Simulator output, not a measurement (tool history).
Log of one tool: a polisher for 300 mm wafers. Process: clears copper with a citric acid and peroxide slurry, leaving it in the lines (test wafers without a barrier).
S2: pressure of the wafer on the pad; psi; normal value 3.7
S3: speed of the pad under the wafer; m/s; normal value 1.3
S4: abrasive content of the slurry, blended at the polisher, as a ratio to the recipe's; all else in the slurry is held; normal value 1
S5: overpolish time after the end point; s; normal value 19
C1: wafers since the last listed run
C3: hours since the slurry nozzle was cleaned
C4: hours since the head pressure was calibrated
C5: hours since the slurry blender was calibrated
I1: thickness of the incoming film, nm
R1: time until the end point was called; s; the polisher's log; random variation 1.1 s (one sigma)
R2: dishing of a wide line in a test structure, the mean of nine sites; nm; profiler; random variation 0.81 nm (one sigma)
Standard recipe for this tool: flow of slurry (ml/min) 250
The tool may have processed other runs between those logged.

run 1 hour=0 | flow_of_slurry_(ml/min)=250 S2=3.7 S3=1.3 S4=0.85 S5=19 | C1=0 wafers_polished_on_this_pad=191 C3=9.5 C4=891.6 C5=135.4 | I1=382.4 | R1=130 R2=39.2
run 2 hour=21.6 | flow_of_slurry_(ml/min)=250 S2=3.7 S3=1.3 S4=0.85 S5=19 | C1=224 wafers_polished_on_this_pad=415 C3=31.1 C4=913.2 C5=157 | I1=382.4 | R1=127.8 R2=39.1
run 3 hour=51.5 | flow_of_slurry_(ml/min)=250 S2=3.7 S3=1.3 S4=0.85 S5=19 | C1=310 wafers_polished_on_this_pad=726 C3=61 C4=943.1 C5=186.9 | I1=379.2 | R1=134.8 R2=37.3
run 4 hour=81.9 | flow_of_slurry_(ml/min)=250 S2=3.7 S3=1.3 S4=1 S5=19 | C1=315 wafers_polished_on_this_pad=1042 C3=91.4 C4=973.5 C5=217.3 | I1=376 | R1=128.3 R2=37.8
-- hour=99.2 worn pad replaced by a new one
run 5 hour=99.7 | flow_of_slurry_(ml/min)=250 S2=3.7 S3=1.3 S4=1 S5=19 | C1=143 wafers_polished_on_this_pad=5 C3=109.2 C4=991.3 C5=235.1 | I1=382.8 | R1=122.1 R2=41.4
run 6 hour=121.3 | flow_of_slurry_(ml/min)=300 S2=3.7 S3=1 S4=1 S5=19 | C1=224 wafers_polished_on_this_pad=229 C3=130.8 C4=1012.9 C5=256.7 | I1=380.6 | R1=154 R2=33.7
run 7 hour=156.2 | flow_of_slurry_(ml/min)=300 S2=3.7 S3=1 S4=1 S5=19 | C1=362 wafers_polished_on_this_pad=592 C3=165.7 C4=1047.8 C5=291.6 | I1=379.3 | R1=157.5 R2=32.3
run 8 hour=168.3 | flow_of_slurry_(ml/min)=250 S2=3.7 S3=1.3 S4=1 S5=19 | C1=125 wafers_polished_on_this_pad=717 C3=177.8 C4=1059.9 C5=303.7 | I1=379.1 | R1=128.5 R2=39.7
-- hour=180.5 head pressure recalibrated
run 9 hour=202.4 | flow_of_slurry_(ml/min)=280 S2=3.7 S3=1.3 S4=1 S5=19 | C1=333 wafers_polished_on_this_pad=1051 C3=211.9 C4=21.9 C5=337.8 | I1=379.4 | R1=133.4 R2=38.4
-- hour=219.6 worn pad replaced by a new one, of another model than before
run 10 hour=226.9 | flow_of_slurry_(ml/min)=315 S2=4.2 S3=1.7 S4=1 S5=22 | C1=212 wafers_polished_on_this_pad=75 C3=236.4 C4=46.4 C5=362.3 | I1=378.7 | R1=86.2 R2=60.4
run 11 hour=258.8 | flow_of_slurry_(ml/min)=180 S2=3.7 S3=1.3 S4=1 S5=19 | C1=331 wafers_polished_on_this_pad=406 C3=268.3 C4=78.3 C5=394.2 | I1=386.7 | R1=130.4 R2=38.8
-- hour=266.3 slurry nozzle cleaned
run 12 hour=286.4 | flow_of_slurry_(ml/min)=250 S2=3.7 S3=1.3 S4=1 S5=19 | C1=276 wafers_polished_on_this_pad=682 C3=20.1 C4=105.9 C5=421.8 | I1=375.8 | R1=123.5 R2=40.3
-- hour=298.3 slurry blender recalibrated
run 13 hour=301.4 | flow_of_slurry_(ml/min)=250 S2=3.7 S3=1.3 S4=0.85 S5=19 | C1=135 wafers_polished_on_this_pad=818 C3=35.1 C4=120.9 C5=3.1 | I1=378.5 | R1=134.1 R2=37.3
-- hour=322.9 worn pad replaced by a new one
run 14 hour=327.7 | flow_of_slurry_(ml/min)=250 S2=3.7 S3=1.3 S4=1 S5=19 | C1=231 wafers_polished_on_this_pad=49 C3=61.4 C4=147.2 C5=29.4 | I1=381.7 | R1=123.5 R2=41.1
run 15 hour=340.7 | flow_of_slurry_(ml/min)=180 S2=3.7 S3=1.44 S4=1 S5=19 | C1=135 wafers_polished_on_this_pad=184 C3=74.4 C4=160.2 C5=42.4 | I1=386.6 | R1=119.5 R2=42.2
run 16 hour=376.1 | flow_of_slurry_(ml/min)=305 S2=4.7 S3=1.3 S4=0.85 S5=9 | C1=367 wafers_polished_on_this_pad=552 C3=109.8 C4=195.6 C5=77.8 | I1=385.1 | R1=106.5 R2=24.8
run 17 hour=392.6 | flow_of_slurry_(ml/min)=250 S2=4.9 S3=0.9 S4=0.75 S5=19 | C1=171 wafers_polished_on_this_pad=723 C3=126.3 C4=212.1 C5=94.3 | I1=376.2 | R1=142.2 R2=37.6
-- hour=440.6 worn pad replaced by a new one
run 18 hour=468 | flow_of_slurry_(ml/min)=250 S2=3.7 S3=1.3 S4=0.9 S5=19 | C1=741 wafers_polished_on_this_pad=284 C3=201.7 C4=287.5 C5=169.7 | I1=380.1 | R1=126.6 R2=38.6

Alternative continuations, all from the tool just after run 18; predict every row:
run A hour=468.5 | flow_of_slurry_(ml/min)=250 S2=3.7 S3=1.3 S4=1.25 S5=19 | C1=5 wafers_polished_on_this_pad=289 C3=202.2 C4=288 C5=170.2 | I1=379.8 | R1=? R2=?
run B hour=468.5 | flow_of_slurry_(ml/min)=250 S2=3.7 S3=1.72 S4=1 S5=22 | C1=5 wafers_polished_on_this_pad=289 C3=202.2 C4=288 C5=170.2 | I1=379.8 | R1=? R2=?
run C hour=468.5 | flow_of_slurry_(ml/min)=250 S2=2.8 S3=1.3 S4=1 S5=19 | C1=5 wafers_polished_on_this_pad=289 C3=202.2 C4=288 C5=170.2 | I1=379.8 | R1=? R2=?

run=A R1=114.5 R2=42.5
run=B R1=101.3 R2=52.5
run=C R1=155 R2=32.6
Stripped of hidden state, with their random variation kept, the same runs would have yielded:
run=A R1=110.6 R2=43.7
run=B R1=97.8 R2=53.9
run=C R1=149.7 R2=33.6

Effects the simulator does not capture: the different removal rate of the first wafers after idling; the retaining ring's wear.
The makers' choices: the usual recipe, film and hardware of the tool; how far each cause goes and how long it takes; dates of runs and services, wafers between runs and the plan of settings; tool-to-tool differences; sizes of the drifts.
